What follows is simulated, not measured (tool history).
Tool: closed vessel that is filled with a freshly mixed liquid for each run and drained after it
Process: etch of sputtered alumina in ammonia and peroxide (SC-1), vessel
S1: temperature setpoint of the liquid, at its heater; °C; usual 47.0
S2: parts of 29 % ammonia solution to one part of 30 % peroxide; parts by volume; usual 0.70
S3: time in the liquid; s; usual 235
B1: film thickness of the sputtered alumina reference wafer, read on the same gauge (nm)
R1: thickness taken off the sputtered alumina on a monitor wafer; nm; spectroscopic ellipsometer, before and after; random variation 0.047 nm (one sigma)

{"run": 1, "hour": 0.0, "S1": 47.0, "S2": 0.7, "S3": 235, "B1": 50.03, "R1": 7.53}
{"run": 2, "hour": 27.0, "S1": 47.0, "S2": 0.7, "S3": 235, "B1": 49.98, "R1": 7.54}
{"run": 3, "hour": 43.7, "S1": 47.0, "S2": 0.7, "S3": 235, "B1": 50.0, "R1": 7.54}
{"run": 4, "hour": 55.8, "S1": 47.0, "S2": 0.7, "S3": 235, "B1": 49.97, "R1": 7.54}
{"run": 5, "hour": 86.1, "S1": 54.5, "S2": 0.55, "S3": 235, "B1": 50.02, "R1": 11.1}
{"run": 6, "hour": 99.4, "S1": 54.5, "S2": 0.55, "S3": 235, "B1": 49.94, "R1": 11.17}
{"run": 7, "hour": 115.8, "S1": 47.0, "S2": 0.6, "S3": 235, "B1": 50.02, "R1": 7.4}
{"run": 8, "hour": 135.0, "S1": 47.0, "S2": 0.6, "S3": 235, "B1": 50.0, "R1": 7.38}
{"hour": 136.9, "done": "new drum of ammonia solution connected"}
{"run": 9, "hour": 160.5, "S1": 47.0, "S2": 0.7, "S3": 345, "B1": 50.0, "R1": 11.03}
{"run": 10, "hour": 173.3, "S1": 47.0, "S2": 0.7, "S3": 345, "B1": 50.0, "R1": 11.02}
{"run": 11, "hour": 201.0, "S1": 47.0, "S2": 0.7, "S3": 345, "B1": 49.99, "R1": 11.05}
{"run": 12, "hour": 222.7, "S1": 47.0, "S2": 0.7, "S3": 295, "B1": 49.99, "R1": 9.31}
{"run": 13, "hour": 246.8, "S1": 47.0, "S2": 0.8, "S3": 235, "B1": 50.01, "R1": 7.55}
{"hour": 268.0, "done": "ammonia flow meter replaced"}
{"run": 14, "hour": 270.8, "S1": 54.5, "S2": 0.7, "S3": 235, "B1": 50.01, "R1": 11.37}
{"hour": 273.3, "done": "thermometer replaced"}
{"run": 15, "hour": 305.9, "S1": 47.0, "S2": 0.7, "S3": 110, "B1": 50.01, "R1": 3.28}
{"run": 16, "hour": 331.5, "S1": 39.5, "S2": 0.9, "S3": 175, "B1": 49.98, "R1": 3.41}
{"hour": 345.0, "done": "gauge calibrated"}
{"run": 17, "hour": 348.9, "S1": 47.0, "S2": 0.35, "S3": 280, "B1": 50.0, "R1": 7.79}
{"run": 18, "hour": 368.5, "S1": 47.0, "S2": 0.7, "S3": 235, "B1": 50.07, "R1": 6.87}
{"run": 19, "hour": 396.2, "S1": 54.0, "S2": 0.7, "S3": 180, "B1": 50.02, "R1": 7.88}
{"run": 20, "hour": 415.4, "S1": 47.0, "S2": 0.7, "S3": 235, "B1": 49.97, "R1": 6.97}
{"run": 21, "hour": 445.2, "S1": 40.5, "S2": 0.35, "S3": 175, "B1": 49.98, "R1": 3.31}
{"hour": 448.5, "done": "thermometer replaced, repeated, since the last time left the tool worse"}
{"run": 22, "hour": 481.1, "S1": 38.0, "S2": 0.7, "S3": 235, "B1": 50.02, "R1": 4.91}
{"run": 23, "hour": 497.1, "S1": 47.0, "S2": 0.55, "S3": 305, "B1": 49.94, "R1": 10.6}
{"run": 24, "hour": 519.7, "S1": 47.0, "S2": 0.45, "S3": 235, "B1": 49.97, "R1": 7.87}
{"run": 25, "hour": 539.5, "S1": 41.0, "S2": 0.45, "S3": 145, "B1": 50.02, "R1": 3.44}
{"run": 26, "hour": 560.5, "S1": 47.0, "S2": 0.7, "S3": 235, "B1": 49.99, "R1": 8.22}
{"run": 27, "hour": 582.0, "S1": 44.0, "S2": 0.9, "S3": 120, "B1": 50.05, "R1": 3.62}
{"run": 28, "hour": 596.7, "S1": 47.0, "S2": 0.7, "S3": 185, "B1": 50.0, "R1": 6.43}
{"run": 29, "hour": 622.7, "S1": 47.0, "S2": 0.4, "S3": 235, "B1": 49.99, "R1": 7.76}

3 ways to go on from here, each from the tool as it stands after run 29. What would each give?
{"run": "A", "hour": 623.4, "S1": 47.0, "S2": 0.7, "S3": 235, "B1": "?", "R1": "?"}
{"run": "B", "hour": 623.4, "S1": 55.5, "S2": 0.55, "S3": 235, "B1": "?", "R1": "?"}
{"run": "C", "hour": 623.4, "S1": 52.0, "S2": 0.55, "S3": 360, "B1": "?", "R1": "?"}

run=A B1=50.04 R1=8.22
run=B B1=50.04 R1=12.78
run=C B1=50.04 R1=16.22
Without the tool's hidden state the same runs would have given:
run=A R1=8.34
run=B R1=12.96
run=C R1=16.46
